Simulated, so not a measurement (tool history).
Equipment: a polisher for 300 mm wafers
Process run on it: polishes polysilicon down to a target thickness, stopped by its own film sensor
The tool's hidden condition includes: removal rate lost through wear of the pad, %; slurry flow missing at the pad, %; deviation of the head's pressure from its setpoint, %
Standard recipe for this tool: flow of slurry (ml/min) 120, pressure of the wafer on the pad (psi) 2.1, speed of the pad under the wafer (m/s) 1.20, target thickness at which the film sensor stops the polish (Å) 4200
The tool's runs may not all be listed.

run	hour	flow of slurry (ml/min)	pressure of the wafer on the pad (psi)	speed of the pad under the wafer (m/s)	target thickness at which the film sensor stops the polish (Å)	wafers since the last listed run	wafers polished on this pad	hours since the slurry nozzle was cleaned	hours since the head pressure was calibrated	incoming thickness of the incoming film, nm	time until the film sensor stopped the polish (s)
1	0.0	120	2.1	1.20	4200	0	1388	330.2	322.3	1020.2	82.3
2	26.1	120	2.1	1.20	4200	281	1669	356.3	348.4	1010.8	78.7
# hour 58.7: worn pad replaced by a new one
3	59.2	120	2.1	1.20	4200	313	5	389.4	381.5	1012.4	81.6
4	83.0	120	2.1	1.20	4200	256	261	413.2	405.3	1032.0	83.5
5	105.6	120	2.1	1.20	4200	243	505	435.8	427.9	1000.0	80.5
6	121.0	120	2.1	1.20	4200	165	671	451.2	443.3	1013.0	80.3
7	146.9	120	2.1	1.20	4200	278	950	477.1	469.2	1020.3	81.8
8	162.4	120	2.1	1.20	4200	166	1116	492.6	484.7	1034.5	84.8
9	189.4	120	2.1	1.20	4200	290	1407	519.6	511.7	1027.1	83.1
10	217.3	120	2.1	1.20	4200	300	1708	547.5	539.6	1032.0	85.8
11	239.8	120	2.1	1.20	4200	242	1950	570.0	562.1	1022.5	84.1
12	260.7	120	2.1	1.20	4200	225	2175	590.9	583.0	1033.3	86.3
# hour 294.9: worn pad replaced by a new one
13	295.4	120	2.1	1.20	4200	330	5	625.6	617.7	1029.4	87.2
# hour 323.5: head pressure recalibrated
14	324.0	120	2.1	1.20	4200	286	291	654.2	0.5	1007.7	77.3
15	345.5	120	2.1	1.32	4200	231	523	675.7	22.0	1013.6	71.9
16	361.9	120	2.1	1.20	4200	176	700	692.1	38.4	1009.3	79.7
17	379.5	120	2.1	1.20	4200	189	889	709.7	56.0	1002.4	78.6
18	393.0	120	2.1	1.06	5840	145	1035	723.2	69.5	1012.6	65.0
19	411.6	155	2.1	1.08	2970	200	1235	741.8	88.1	1035.4	104.2
# hour 435.4: slurry nozzle cleaned
20	437.0	120	2.1	1.20	4200	262	1498	1.6	113.5	1019.9	82.2
21	451.5	80	2.1	1.20	4200	156	1654	16.1	128.0	1023.8	91.7
22	479.1	110	2.8	0.92	5820	297	1951	43.7	155.6	1012.7	58.9
# hour 496.1: worn pad replaced by a new one
23	510.2	120	2.5	0.86	3040	291	151	74.8	186.7	1017.3	113.8
24	541.2	120	2.1	1.20	4200	333	485	105.8	217.7	1015.5	80.6
25	621.7	155	2.5	0.96	5970	867	1352	186.3	298.2	1022.9	57.5
26	634.1	120	2.1	1.20	4200	133	1486	198.7	310.6	1021.5	83.3
27	649.5	145	2.1	1.44	3130	165	1652	214.1	326.0	1019.5	79.4
28	683.4	145	2.1	0.92	5900	365	2017	248.0	359.9	1023.8	74.2
# hour 690.3: worn pad replaced by a new one
29	699.4	120	2.1	1.60	5230	129	98	264.0	375.9	1029.2	52.6
30	718.2	120	1.9	1.20	4200	202	300	282.8	394.7	1009.8	89.3
31	741.4	120	2.7	1.20	4200	249	550	306.0	417.9	1025.5	65.7
32	777.0	90	1.7	1.52	3370	383	934	341.6	453.5	1014.3	99.9
33	791.5	140	2.6	1.40	4200	156	1090	356.1	468.0	1028.6	57.0
34	808.0	120	1.5	1.20	4200	177	1268	372.6	484.5	1024.1	118.2
35	836.9	120	2.1	1.20	5650	311	1579	401.5	513.4	1000.6	61.2
36	863.5	120	2.1	1.20	4200	286	1865	428.1	540.0	1021.0	86.9
37	883.6	120	2.1	1.20	4200	216	2082	448.2	560.1	1024.9	86.1

What would each run have given without the hidden state, its run-to-run variation left as it was?
run	time until the film sensor stopped the polish (s)
1	82.3
2	78.5
3	81.1
4	82.8
5	79.5
6	79.2
7	80.3
8	83.1
9	81.1
10	83.3
11	81.4
12	83.2
13	83.4
14	77.5
15	72.1
16	79.8
17	78.7
18	65.1
19	104.3
20	82.2
21	91.7
22	58.8
23	113.5
24	80.2
25	56.9
26	82.3
27	78.3
28	72.8
29	51.6
30	87.3
31	64.0
32	97.0
33	55.2
34	114.2
35	58.8
36	83.2
37	82.1
